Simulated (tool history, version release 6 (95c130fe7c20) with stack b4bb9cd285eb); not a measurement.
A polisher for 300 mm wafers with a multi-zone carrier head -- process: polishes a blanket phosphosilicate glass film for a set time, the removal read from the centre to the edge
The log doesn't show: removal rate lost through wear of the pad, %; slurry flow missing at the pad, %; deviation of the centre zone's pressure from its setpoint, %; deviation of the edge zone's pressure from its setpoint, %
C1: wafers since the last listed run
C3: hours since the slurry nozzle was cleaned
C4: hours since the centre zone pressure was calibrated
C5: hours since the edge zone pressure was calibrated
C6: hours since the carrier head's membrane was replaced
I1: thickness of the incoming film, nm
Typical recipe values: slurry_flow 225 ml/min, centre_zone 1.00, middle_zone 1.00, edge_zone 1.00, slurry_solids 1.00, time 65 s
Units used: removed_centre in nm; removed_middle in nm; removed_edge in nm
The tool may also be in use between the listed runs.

Run 1, day 0.000: usual settings but edge_zone 1.04; C1 0; wafers polished on this pad 2557; C3 761.2; C4 460.9; C5 320.0; C6 216.7; I1 2219.2. Result: removed_centre 402.7 nm, removed_middle 418.0 nm, removed_edge 429.3 nm.
At day 0.904: slurry nozzle cleaned.
At day 1.567: worn pad replaced by a new one.
Run 2, day 3.529: usual settings but edge_zone 1.04; C1 1104; wafers polished on this pad 653; C3 63.0; C4 545.6; C5 404.7; C6 301.4; I1 2233.7. Result: removed_centre 407.4 nm, removed_middle 411.6 nm, removed_edge 427.5 nm.
Run 3, day 6.838: usual settings; C1 1099; wafers polished on this pad 1753; C3 142.4; C4 625.0; C5 484.1; C6 380.8; I1 2200.3. Result: removed_centre 414.6 nm, removed_middle 422.9 nm, removed_edge 417.0 nm.
Run 4, day 8.900: usual settings; C1 685; wafers polished on this pad 2438; C3 191.9; C4 674.5; C5 533.6; C6 430.3; I1 2206.6. Result: removed_centre 398.4 nm, removed_middle 417.9 nm, removed_edge 414.1 nm.
At day 10.725: worn pad replaced by a new one.
At day 11.050: centre zone pressure recalibrated.
Run 5, day 13.200: usual settings; C1 1346; wafers polished on this pad 794; C3 295.1; C4 51.6; C5 636.8; C6 533.5; I1 2201.8. Result: removed_centre 420.2 nm, removed_middle 413.6 nm, removed_edge 425.9 nm.
Run 6, day 17.146: usual settings; C1 1311; wafers polished on this pad 2106; C3 389.8; C4 146.3; C5 731.5; C6 628.2; I1 2214.4. Result: removed_centre 415.6 nm, removed_middle 418.0 nm, removed_edge 414.6 nm.
At day 18.096: carrier head's membrane replaced by a new one.
Run 7, day 19.988: usual settings but centre_zone 0.94; C1 875; wafers polished on this pad 2982; C3 458.0; C4 214.5; C5 799.7; C6 45.4; I1 2188.5. Result: removed_centre 389.6 nm, removed_middle 417.1 nm, removed_edge 421.1 nm.
At day 21.058: worn pad replaced by a new one.
Run 8, day 24.983: usual settings but centre_zone 0.94; C1 1605; wafers polished on this pad 1305; C3 577.9; C4 334.4; C5 919.6; C6 165.3; I1 2193.7. Result: removed_centre 391.8 nm, removed_middle 413.2 nm, removed_edge 419.4 nm.
Run 9, day 26.542: usual settings but middle_zone 0.96; C1 518; wafers polished on this pad 1823; C3 615.3; C4 371.8; C5 957.0; C6 202.7; I1 2188.6. Result: removed_centre 415.8 nm, removed_middle 403.4 nm, removed_edge 415.3 nm.
Run 10, day 29.996: usual settings but centre_zone 1.12; C1 1148; wafers polished on this pad 2971; C3 698.2; C4 454.7; C5 1039.9; C6 285.6; I1 2195.6. Result: removed_centre 458.6 nm, removed_middle 413.3 nm, removed_edge 419.4 nm.
At day 31.512: worn pad replaced by a new one.
Run 11, day 32.192: usual settings but edge_zone 1.05; C1 674; wafers polished on this pad 226; C3 750.9; C4 507.4; C5 1092.6; C6 338.3; I1 2214.8. Result: removed_centre 406.7 nm, removed_middle 413.8 nm, removed_edge 435.7 nm.
At day 32.475: slurry nozzle cleaned.
Run 12, day 34.371: usual settings but middle_zone 0.94, edge_zone 0.95, slurry_solids 0.85, time 77 s; C1 710; wafers polished on this pad 937; C3 45.5; C4 559.7; C5 1144.9; C6 390.6; I1 2232.8. Result: removed_centre 450.3 nm, removed_middle 426.5 nm, removed_edge 448.3 nm.
At day 36.025: edge zone pressure recalibrated.
Run 13, day 37.912: usual settings but slurry_flow 265 ml/min, middle_zone 0.94, edge_zone 1.07, time 54 s; C1 1149; wafers polished on this pad 2086; C3 130.5; C4 644.7; C5 45.3; C6 475.6; I1 2221.7. Result: removed_centre 349.0 nm, removed_middle 337.0 nm, removed_edge 366.3 nm.
At day 38.812: centre zone pressure recalibrated.
Run 14, day 41.700: usual settings but slurry_flow 150 ml/min, centre_zone 1.09, edge_zone 0.96, slurry_solids 1.20; C1 1231; wafers polished on this pad 3318; C3 221.4; C4 69.3; C5 136.2; C6 566.5; I1 2215.7. Result: removed_centre 453.8 nm, removed_middle 421.6 nm, removed_edge 428.4 nm.
At day 42.762: worn pad replaced by a new one.
Run 15, day 43.221: usual settings but centre_zone 0.89, middle_zone 0.96, slurry_solids 1.15, time 54 s; C1 450; wafers polished on this pad 152; C3 257.9; C4 105.8; C5 172.7; C6 603.0; I1 2193.4. Result: removed_centre 321.2 nm, removed_middle 361.3 nm, removed_edge 378.2 nm.
At day 46.433: carrier head's membrane replaced by a new one.
Run 16, day 47.308: usual settings but middle_zone 1.07, time 78 s; C1 1289; wafers polished on this pad 1442; C3 356.0; C4 203.9; C5 270.8; C6 21.0; I1 2232.3. Result: removed_centre 480.3 nm, removed_middle 518.9 nm, removed_edge 504.3 nm.
Run 17, day 51.467: usual settings; C1 1382; wafers polished on this pad 2825; C3 455.8; C4 303.7; C5 370.6; C6 120.8; I1 2178.3. Result: removed_centre 419.6 nm, removed_middle 417.5 nm, removed_edge 421.8 nm.

What the log doesn't show, run by run:
removal rate lost through wear of the pad, %: 0 in every run
slurry flow missing at the pad, %: 0 in every run
deviation of the centre zone's pressure from its setpoint, %: 0 in every run
deviation of the edge zone's pressure from its setpoint, %: 0 in every run
